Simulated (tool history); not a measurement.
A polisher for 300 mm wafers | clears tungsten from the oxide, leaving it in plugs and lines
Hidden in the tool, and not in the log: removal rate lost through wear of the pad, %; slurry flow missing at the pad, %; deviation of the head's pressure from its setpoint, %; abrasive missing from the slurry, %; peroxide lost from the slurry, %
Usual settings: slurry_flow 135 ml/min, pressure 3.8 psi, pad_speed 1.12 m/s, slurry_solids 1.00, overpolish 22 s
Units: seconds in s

| run | hour | slurry_flow | pressure | pad_speed | slurry_solids | overpolish | wafers since the last listed run | wafers polished on this pad | hours since the slurry nozzle was cleaned | hours since the head pressure was calibrated | hours since the slurry blender was calibrated | hours since the slurry got fresh peroxide | incoming thickness of the incoming film, nm | seconds |
|---|---|---|---|---|---|---|---|---|---|---|---|---|---|---|
| 1 | 0.0 | 135 | 3.4 | 1.12 | 1.00 | 22 | 0 | 2261 | 350.6 | 326.6 | 9.8 | 205.2 | 475.3 | 121.7 |
|  | 56.1 | worn pad replaced by a new one |
|  | 217.4 | slurry tank refilled with fresh slurry and peroxide |
|  | 220.5 | slurry nozzle cleaned |
| 2 | 222.9 | 135 | 3.4 | 1.12 | 1.00 | 22 | 1526 | 1160 | 2.4 | 549.5 | 232.7 | 5.5 | 466.7 | 117.8 |
| 3 | 303.3 | 135 | 3.8 | 1.30 | 1.00 | 31 | 566 | 1726 | 82.8 | 629.9 | 313.1 | 85.9 | 478.1 | 100.7 |
|  | 382.2 | slurry blender recalibrated |
| 4 | 398.6 | 135 | 3.8 | 1.30 | 1.00 | 31 | 656 | 2383 | 178.1 | 725.2 | 16.4 | 181.2 | 470.5 | 101.3 |
|  | 422.2 | worn pad replaced by a new one |
| 5 | 447.2 | 135 | 3.8 | 1.12 | 1.00 | 18 | 313 | 176 | 226.7 | 773.8 | 65.0 | 229.8 | 468.9 | 108.5 |
| 6 | 501.4 | 135 | 3.8 | 1.12 | 1.00 | 18 | 381 | 557 | 280.9 | 828.0 | 119.2 | 284.0 | 465.8 | 111.4 |
|  | 540.4 | slurry tank refilled with fresh slurry and peroxide |
| 7 | 589.8 | 135 | 3.8 | 1.12 | 1.00 | 22 | 615 | 1172 | 369.3 | 916.4 | 207.6 | 49.4 | 467.8 | 116.8 |
|  | 615.0 | head pressure recalibrated |
| 8 | 655.6 | 135 | 3.8 | 1.12 | 1.00 | 22 | 449 | 1622 | 435.1 | 40.6 | 273.4 | 115.2 | 465.4 | 120.7 |
|  | 698.4 | slurry nozzle cleaned |
|  | 760.8 | worn pad replaced by a new one |
| 9 | 762.3 | 135 | 3.8 | 1.12 | 1.00 | 22 | 715 | 10 | 63.9 | 147.3 | 380.1 | 221.9 | 469.6 | 126.5 |
|  | 781.9 | slurry blender recalibrated |
|  | 832.8 | slurry tank refilled with fresh slurry and peroxide, repeated, since the last time left the tool worse |
| 10 | 863.4 | 135 | 3.8 | 1.12 | 1.00 | 22 | 690 | 701 | 165.0 | 248.4 | 81.5 | 30.6 | 463.7 | 105.6 |
| 11 | 912.9 | 135 | 3.8 | 1.00 | 1.00 | 22 | 348 | 1049 | 214.5 | 297.9 | 131.0 | 80.1 | 472.9 | 112.8 |
| 12 | 950.3 | 135 | 2.6 | 0.86 | 0.85 | 22 | 263 | 1312 | 251.9 | 335.3 | 168.4 | 117.5 | 472.3 | 198.0 |
| 13 | 997.1 | 135 | 3.8 | 1.12 | 1.25 | 22 | 329 | 1642 | 298.7 | 382.1 | 215.2 | 164.3 | 474.9 | 104.5 |
| 14 | 1077.1 | 135 | 3.8 | 1.12 | 0.75 | 22 | 563 | 2205 | 378.7 | 462.1 | 295.2 | 244.3 | 460.2 | 121.1 |
|  | 1084.3 | worn pad replaced by a new one |
|  | 1151.7 | slurry blender recalibrated |
|  | 1167.0 | slurry tank refilled with fresh slurry and peroxide |
|  | 1178.5 | slurry nozzle cleaned |
| 15 | 1184.6 | 135 | 3.8 | 0.76 | 0.80 | 22 | 700 | 678 | 6.1 | 569.6 | 32.9 | 17.6 | 461.5 | 137.5 |
| 16 | 1224.7 | 135 | 3.8 | 1.12 | 1.00 | 22 | 282 | 960 | 46.2 | 609.7 | 73.0 | 57.7 | 463.3 | 106.4 |
| 17 | 1285.6 | 135 | 3.8 | 1.12 | 1.15 | 22 | 428 | 1389 | 107.1 | 670.6 | 133.9 | 118.6 | 464.3 | 101.4 |
|  | 1489.9 | worn pad replaced by a new one |
|  | 1489.9 | slurry blender recalibrated |
|  | 1522.2 | slurry tank refilled with fresh slurry and peroxide |
| 18 | 1565.6 | 135 | 3.8 | 1.12 | 1.00 | 22 | 1949 | 525 | 387.1 | 950.6 | 75.7 | 43.4 | 471.8 | 105.4 |
|  | 1645.8 | head pressure recalibrated |
| 19 | 1664.6 | 135 | 3.8 | 0.78 | 1.00 | 22 | 682 | 1208 | 486.1 | 18.8 | 174.7 | 142.4 | 463.5 | 130.9 |
|  | 1705.6 | slurry nozzle cleaned |
| 20 | 1746.4 | 120 | 4.8 | 1.30 | 1.00 | 22 | 568 | 1777 | 40.8 | 100.6 | 256.5 | 224.2 | 474.9 | 80.7 |
| 21 | 1849.7 | 135 | 3.8 | 1.12 | 1.00 | 22 | 727 | 2504 | 144.1 | 203.9 | 359.8 | 327.5 | 477.2 | 115.8 |
|  | 1877.0 | slurry tank refilled with fresh slurry and peroxide |
| 22 | 1891.1 | 135 | 3.8 | 1.12 | 1.00 | 22 | 284 | 2788 | 185.5 | 245.3 | 401.2 | 14.1 | 476.5 | 107.1 |

Forecast each of these 4 alternatives for the next run:
| A | 1891.6 | 135 | 3.8 | 1.12 | 1.00 | 17 | 3 | 2792 | 186.0 | 245.8 | 401.7 | 14.6 | 469.3 | ? |
| B | 1891.6 | 150 | 3.4 | 1.12 | 0.80 | 22 | 3 | 2792 | 186.0 | 245.8 | 401.7 | 14.6 | 469.3 | ? |
| C | 1891.6 | 105 | 2.8 | 1.42 | 0.85 | 22 | 3 | 2792 | 186.0 | 245.8 | 401.7 | 14.6 | 469.3 | ? |
| D | 1891.6 | 135 | 3.8 | 1.12 | 1.00 | 34 | 3 | 2792 | 186.0 | 245.8 | 401.7 | 14.6 | 469.3 | ? |

| run | seconds |
|---|---|
| A | 106.9 |
| B | 126.6 |
| C | 138.3 |
| D | 106.9 |
Without the tool's hidden state the same runs would have given:
| run | seconds |
|---|---|
| A | 105.9 |
| B | 125.3 |
| C | 136.9 |
| D | 105.9 |

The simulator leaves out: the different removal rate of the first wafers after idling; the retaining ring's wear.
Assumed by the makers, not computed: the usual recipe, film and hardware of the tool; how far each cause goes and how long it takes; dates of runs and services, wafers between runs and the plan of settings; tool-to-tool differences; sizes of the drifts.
